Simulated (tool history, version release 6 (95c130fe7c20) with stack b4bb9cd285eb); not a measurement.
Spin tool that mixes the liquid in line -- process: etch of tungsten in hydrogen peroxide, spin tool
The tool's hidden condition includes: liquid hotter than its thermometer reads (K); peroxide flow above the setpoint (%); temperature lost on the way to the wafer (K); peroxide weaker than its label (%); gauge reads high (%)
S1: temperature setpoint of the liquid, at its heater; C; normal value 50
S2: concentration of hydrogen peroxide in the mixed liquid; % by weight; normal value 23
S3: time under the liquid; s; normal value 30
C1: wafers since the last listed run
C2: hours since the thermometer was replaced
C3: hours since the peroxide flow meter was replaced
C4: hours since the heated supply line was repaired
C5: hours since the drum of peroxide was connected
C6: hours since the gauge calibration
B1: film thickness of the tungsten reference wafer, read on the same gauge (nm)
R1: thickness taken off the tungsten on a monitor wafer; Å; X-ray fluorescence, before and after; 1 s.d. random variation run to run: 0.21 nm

run,hour,S1,S2,S3,C1,C2,C3,C4,C5,C6,B1,R1
1,0,50,23,30,0,796.1,29.3,86.1,397,439.1,120.02,366.2
# hour 7: gauge calibrated
2,13.5,53,23,30,280,809.6,42.8,99.6,410.5,6.5,120.01,432.7
3,27.2,50,23,30,284,823.3,56.5,113.3,424.2,20.2,119.99,367
4,34.3,45,23,20,147,830.4,63.6,120.4,431.3,27.3,120,179.9
5,41.9,41,19.5,30,157,838,71.2,128,438.9,34.9,120.02,191.1
6,56.5,50,19.5,30,303,852.6,85.8,142.6,453.5,49.5,120,334.2
7,72,50,23,40,322,868.1,101.3,158.1,469,65,120.03,483.7
8,82.2,50,23,30,211,878.3,111.5,168.3,479.2,75.2,119.97,359.9
9,92,50,29.5,30,203,888.1,121.3,178.1,489,85,120.03,412.1
# hour 96.7: new drum of peroxide connected
10,99.3,50,17.5,25,130,895.4,128.6,185.4,2.6,92.3,119.99,265.5
# hour 108.6: thermometer replaced
11,111.9,50,23,30,241,3.3,141.2,198,15.2,104.9,119.97,361
12,120.4,50,23,30,176,11.8,149.7,206.5,23.7,113.4,120.02,362.5
13,135.4,54,23,35,311,26.8,164.7,221.5,38.7,128.4,120,533
14,146.9,54.5,23,15,238,38.3,176.2,233,50.2,139.9,120,237
15,159.4,50,23,30,259,50.8,188.7,245.5,62.7,152.4,119.99,361.8
16,168.4,50,23,30,187,59.8,197.7,254.5,71.7,161.4,119.98,363.2
17,176.7,50,23,30,172,68.1,206,262.8,80,169.7,120.03,354.3
18,190.9,45,23,15,295,82.3,220.2,277,94.2,183.9,120.04,131.5
19,199.1,50,23,30,170,90.5,228.4,285.2,102.4,192.1,119.98,357.2
20,205.8,40,23,35,139,97.2,235.1,291.9,109.1,198.8,120,221.2
21,212.1,50,23,30,130,103.5,241.4,298.2,115.4,205.1,119.97,359.6
22,218.9,56.5,23,30,141,110.3,248.2,305,122.2,211.9,120.01,533.6
23,225,50,23,30,126,116.4,254.3,311.1,128.3,218,119.99,355.7
24,240,40.5,16,45,311,131.4,269.3,326.1,143.3,233,119.99,245.1
25,253.6,54,23,40,282,145,282.9,339.7,156.9,246.6,120,607.5

Run-by-run hidden state of the tool:
liquid hotter than its thermometer reads (K): 0 at every run
peroxide flow above the setpoint (%): 0 at every run
peroxide weaker than its label (%): 0 at every run
gauge reads high (%): 0 at every run
H1: temperature lost on the way to the wafer (K)
run,H1
1,0.138
2,0.159
3,0.18
4,0.191
5,0.203
6,0.225
7,0.249
8,0.265
9,0.28
10,0.291
11,0.311
12,0.324
13,0.347
14,0.365
15,0.384
16,0.398
17,0.411
18,0.433
19,0.445
20,0.456
21,0.465
22,0.476
23,0.485
24,0.509
25,0.53

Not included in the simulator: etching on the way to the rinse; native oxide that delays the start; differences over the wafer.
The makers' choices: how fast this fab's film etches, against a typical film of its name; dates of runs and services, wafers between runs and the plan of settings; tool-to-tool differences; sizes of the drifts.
